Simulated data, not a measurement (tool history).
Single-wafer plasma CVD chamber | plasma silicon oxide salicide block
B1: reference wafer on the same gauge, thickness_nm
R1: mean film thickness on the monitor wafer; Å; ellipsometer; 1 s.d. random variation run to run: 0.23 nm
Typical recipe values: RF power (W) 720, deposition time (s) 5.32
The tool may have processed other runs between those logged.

{"run": 1, "hour": 0.0, "RF power (W)": 720, "deposition time (s)": 5.32, "B1": 59.802, "R1": 543.35}
{"run": 2, "hour": 75.8, "RF power (W)": 720, "deposition time (s)": 5.32, "B1": 59.792, "R1": 541.52}
{"run": 3, "hour": 108.4, "RF power (W)": 720, "deposition time (s)": 5.32, "B1": 59.813, "R1": 544.14}
{"run": 4, "hour": 152.3, "RF power (W)": 620, "deposition time (s)": 4.87, "B1": 59.828, "R1": 468.55}
{"run": 5, "hour": 185.5, "RF power (W)": 620, "deposition time (s)": 4.87, "B1": 59.764, "R1": 470.7}
{"run": 6, "hour": 239.6, "RF power (W)": 610, "deposition time (s)": 5.32, "B1": 59.77, "R1": 508.43}
{"run": 7, "hour": 277.7, "RF power (W)": 610, "deposition time (s)": 5.32, "B1": 59.805, "R1": 510.56}
{"run": 8, "hour": 311.4, "RF power (W)": 610, "deposition time (s)": 5.32, "B1": 59.785, "R1": 513.59}
{"run": 9, "hour": 363.0, "RF power (W)": 850, "deposition time (s)": 6.28, "B1": 59.792, "R1": 674.82}
{"hour": 431.0, "done": "RF generator calibrated"}
{"run": 10, "hour": 431.5, "RF power (W)": 775, "deposition time (s)": 5.32, "B1": 59.807, "R1": 554.2}
{"run": 11, "hour": 470.3, "RF power (W)": 635, "deposition time (s)": 5.32, "B1": 59.847, "R1": 520.63}
{"run": 12, "hour": 536.3, "RF power (W)": 680, "deposition time (s)": 4.4, "B1": 59.778, "R1": 440.91}
{"hour": 580.0, "done": "showerhead replaced"}
{"run": 13, "hour": 697.9, "RF power (W)": 620, "deposition time (s)": 4.87, "B1": 59.794, "R1": 467.45}
{"hour": 797.6, "done": "gauge calibrated"}
{"run": 14, "hour": 855.4, "RF power (W)": 860, "deposition time (s)": 6.38, "B1": 59.799, "R1": 684.48}
{"run": 15, "hour": 925.9, "RF power (W)": 720, "deposition time (s)": 5.32, "B1": 59.796, "R1": 543.96}
{"run": 16, "hour": 952.3, "RF power (W)": 720, "deposition time (s)": 5.32, "B1": 59.824, "R1": 543.22}
{"run": 17, "hour": 1021.0, "RF power (W)": 590, "deposition time (s)": 4.79, "B1": 59.775, "R1": 453.97}

What if the next run were any one of these 4? Each begins from the tool's condition after run 17:
{"run": "A", "hour": 1021.4, "RF power (W)": 860, "deposition time (s)": 5.32, "B1": "?", "R1": "?"}
{"run": "B", "hour": 1021.4, "RF power (W)": 850, "deposition time (s)": 5.02, "B1": "?", "R1": "?"}
{"run": "C", "hour": 1021.4, "RF power (W)": 850, "deposition time (s)": 4.59, "B1": "?", "R1": "?"}
{"run": "D", "hour": 1021.4, "RF power (W)": 830, "deposition time (s)": 6.03, "B1": "?", "R1": "?"}

run=A B1=59.768 R1=577.57
run=B B1=59.768 R1=542.94
run=C B1=59.768 R1=496.43
run=D B1=59.768 R1=647.14
With no hidden state in the tool, these same runs would have given:
run=A R1=577.57
run=B R1=542.94
run=C R1=496.43
run=D R1=647.14
